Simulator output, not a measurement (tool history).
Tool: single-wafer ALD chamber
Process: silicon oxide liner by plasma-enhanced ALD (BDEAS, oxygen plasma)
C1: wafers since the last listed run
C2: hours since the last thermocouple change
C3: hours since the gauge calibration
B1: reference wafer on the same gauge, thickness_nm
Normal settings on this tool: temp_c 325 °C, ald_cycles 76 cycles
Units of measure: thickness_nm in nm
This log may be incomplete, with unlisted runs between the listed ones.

Run 1, hour 0: usual settings; C1 0; C2 1521.3; C3 60.2; B1 7.308. Result: thickness_nm 6.914 nm.
Run 2, hour 10.4: usual settings; C1 66; C2 1531.7; C3 70.6; B1 7.311. Result: thickness_nm 6.899 nm.
Run 3, hour 16.6: usual settings; C1 39; C2 1537.9; C3 76.8; B1 7.301. Result: thickness_nm 6.885 nm.
Run 4, hour 25.2: usual settings but temp_c 334 °C; C1 55; C2 1546.5; C3 85.4; B1 7.293. Result: thickness_nm 6.776 nm.
Run 5, hour 42.2: usual settings but temp_c 334 °C; C1 108; C2 1563.5; C3 102.4; B1 7.293. Result: thickness_nm 6.769 nm.
Run 6, hour 52.6: usual settings but ald_cycles 85 cycles; C1 66; C2 1573.9; C3 112.8; B1 7.288. Result: thickness_nm 7.696 nm.
Run 7, hour 65.7: usual settings but ald_cycles 85 cycles; C1 83; C2 1587; C3 125.9; B1 7.272. Result: thickness_nm 7.649 nm.
Run 8, hour 83: usual settings but ald_cycles 85 cycles; C1 110; C2 1604.3; C3 143.2; B1 7.281. Result: thickness_nm 7.692 nm.
Run 9, hour 93.5: usual settings; C1 67; C2 1614.8; C3 153.7; B1 7.278. Result: thickness_nm 6.861 nm.
Run 10, hour 103.9: usual settings; C1 66; C2 1625.2; C3 164.1; B1 7.265. Result: thickness_nm 6.876 nm.
Run 11, hour 112.1: usual settings; C1 52; C2 1633.4; C3 172.3; B1 7.26. Result: thickness_nm 6.849 nm.
Run 12, hour 128.8: usual settings; C1 106; C2 1650.1; C3 189; B1 7.265. Result: thickness_nm 6.843 nm.
Run 13, hour 135.1: usual settings; C1 40; C2 1656.4; C3 195.3; B1 7.257. Result: thickness_nm 6.839 nm.
Run 14, hour 141.5: usual settings; C1 40; C2 1662.8; C3 201.7; B1 7.251. Result: thickness_nm 6.852 nm.
Run 15, hour 148: usual settings; C1 41; C2 1669.3; C3 208.2; B1 7.253. Result: thickness_nm 6.851 nm.
At hour 156.9: thermocouple changed; heater temperature recalibrated.
Run 16, hour 158.3: usual settings; C1 14; C2 1.4; C3 218.5; B1 7.254. Result: thickness_nm 6.804 nm.
Run 17, hour 197.5: usual settings but ald_cycles 80 cycles; C1 250; C2 40.6; C3 257.7; B1 7.237. Result: thickness_nm 7.159 nm.
Run 18, hour 208.2: usual settings but ald_cycles 80 cycles; C1 68; C2 51.3; C3 268.4; B1 7.228. Result: thickness_nm 7.147 nm.
Run 19, hour 222.8: usual settings but ald_cycles 80 cycles; C1 93; C2 65.9; C3 283; B1 7.232. Result: thickness_nm 7.194 nm.
Run 20, hour 232.2: usual settings but ald_cycles 84 cycles; C1 60; C2 75.3; C3 292.4; B1 7.237. Result: thickness_nm 7.518 nm.
Run 21, hour 239.1: usual settings; C1 44; C2 82.2; C3 299.3; B1 7.222. Result: thickness_nm 6.832 nm.
Run 22, hour 249.8: usual settings but temp_c 317 °C, ald_cycles 67 cycles; C1 68; C2 92.9; C3 310; B1 7.231. Result: thickness_nm 6.076 nm.
Run 23, hour 257.8: usual settings but ald_cycles 85 cycles; C1 51; C2 100.9; C3 318; B1 7.229. Result: thickness_nm 7.636 nm.
Run 24, hour 286: usual settings but temp_c 339 °C, ald_cycles 89 cycles; C1 180; C2 129.1; C3 346.2; B1 7.226. Result: thickness_nm 7.809 nm.
Run 25, hour 303.1: usual settings but temp_c 338 °C, ald_cycles 85 cycles; C1 109; C2 146.2; C3 363.3; B1 7.225. Result: thickness_nm 7.433 nm.
Run 26, hour 313.8: usual settings but temp_c 337 °C, ald_cycles 66 cycles; C1 68; C2 156.9; C3 374; B1 7.221. Result: thickness_nm 5.827 nm.
Run 27, hour 322.3: usual settings but temp_c 337 °C, ald_cycles 64 cycles; C1 54; C2 165.4; C3 382.5; B1 7.225. Result: thickness_nm 5.622 nm.
Run 28, hour 334.8: usual settings; C1 80; C2 177.9; C3 395; B1 7.222. Result: thickness_nm 6.8 nm.
Run 29, hour 345.3: usual settings but temp_c 311 °C, ald_cycles 61 cycles; C1 67; C2 188.4; C3 405.5; B1 7.22. Result: thickness_nm 5.576 nm.
Run 30, hour 356.8: usual settings but temp_c 338 °C, ald_cycles 69 cycles; C1 73; C2 199.9; C3 417; B1 7.218. Result: thickness_nm 6.076 nm.
Run 31, hour 362.8: usual settings; C1 38; C2 205.9; C3 423; B1 7.213. Result: thickness_nm 6.83 nm.
At hour 371.4: gauge calibrated.
Run 32, hour 416.1: usual settings but temp_c 315 °C, ald_cycles 87 cycles; C1 341; C2 259.2; C3 44.7; B1 7.364. Result: thickness_nm 8.097 nm.
Run 33, hour 428.4: usual settings but temp_c 317 °C; C1 78; C2 271.5; C3 57; B1 7.364. Result: thickness_nm 7.013 nm.
Run 34, hour 442.4: usual settings; C1 89; C2 285.5; C3 71; B1 7.355. Result: thickness_nm 6.926 nm.
Run 35, hour 451.3: usual settings but temp_c 337 °C, ald_cycles 85 cycles; C1 56; C2 294.4; C3 79.9; B1 7.346. Result: thickness_nm 7.614 nm.
Run 36, hour 462.5: usual settings but temp_c 334 °C; C1 71; C2 305.6; C3 91.1; B1 7.34. Result: thickness_nm 6.827 nm.
Run 37, hour 469.2: usual settings but temp_c 331 °C; C1 42; C2 312.3; C3 97.8; B1 7.327. Result: thickness_nm 6.844 nm.
Run 38, hour 486.8: usual settings; C1 112; C2 329.9; C3 115.4; B1 7.326. Result: thickness_nm 6.9 nm.
Run 39, hour 497.5: usual settings but temp_c 313 °C; C1 68; C2 340.6; C3 126.1; B1 7.328. Result: thickness_nm 7.035 nm.
Run 40, hour 506.8: usual settings but temp_c 332 °C; C1 59; C2 349.9; C3 135.4; B1 7.319. Result: thickness_nm 6.816 nm.
Run 41, hour 521.3: usual settings but temp_c 336 °C, ald_cycles 87 cycles; C1 92; C2 364.4; C3 149.9; B1 7.315. Result: thickness_nm 7.769 nm.

Hidden state, per run?
wafer temperature above the value expected at the setpoint (K): 0 on each run
H1: gauge reads high (%)
run      H1
  1   -1.01
  2    -1.1
  3   -1.15
  4   -1.21
  5   -1.34
  6    -1.4
  7   -1.48
  8   -1.58
  9   -1.64
 10   -1.69
 11   -1.72
 12    -1.8
 13   -1.82
 14   -1.85
 15   -1.87
 16   -1.91
 17   -2.02
 18   -2.05
 19   -2.09
 20   -2.11
 21   -2.12
 22   -2.15
 23   -2.16
 24   -2.21
 25   -2.24
 26   -2.25
 27   -2.26
 28   -2.28
 29   -2.29
 30    -2.3
 31   -2.31
 32    -0.3
 33  -0.414
 34  -0.535
 35  -0.606
 36  -0.691
 37  -0.739
 38  -0.856
 39  -0.922
 40  -0.975
 41   -1.05

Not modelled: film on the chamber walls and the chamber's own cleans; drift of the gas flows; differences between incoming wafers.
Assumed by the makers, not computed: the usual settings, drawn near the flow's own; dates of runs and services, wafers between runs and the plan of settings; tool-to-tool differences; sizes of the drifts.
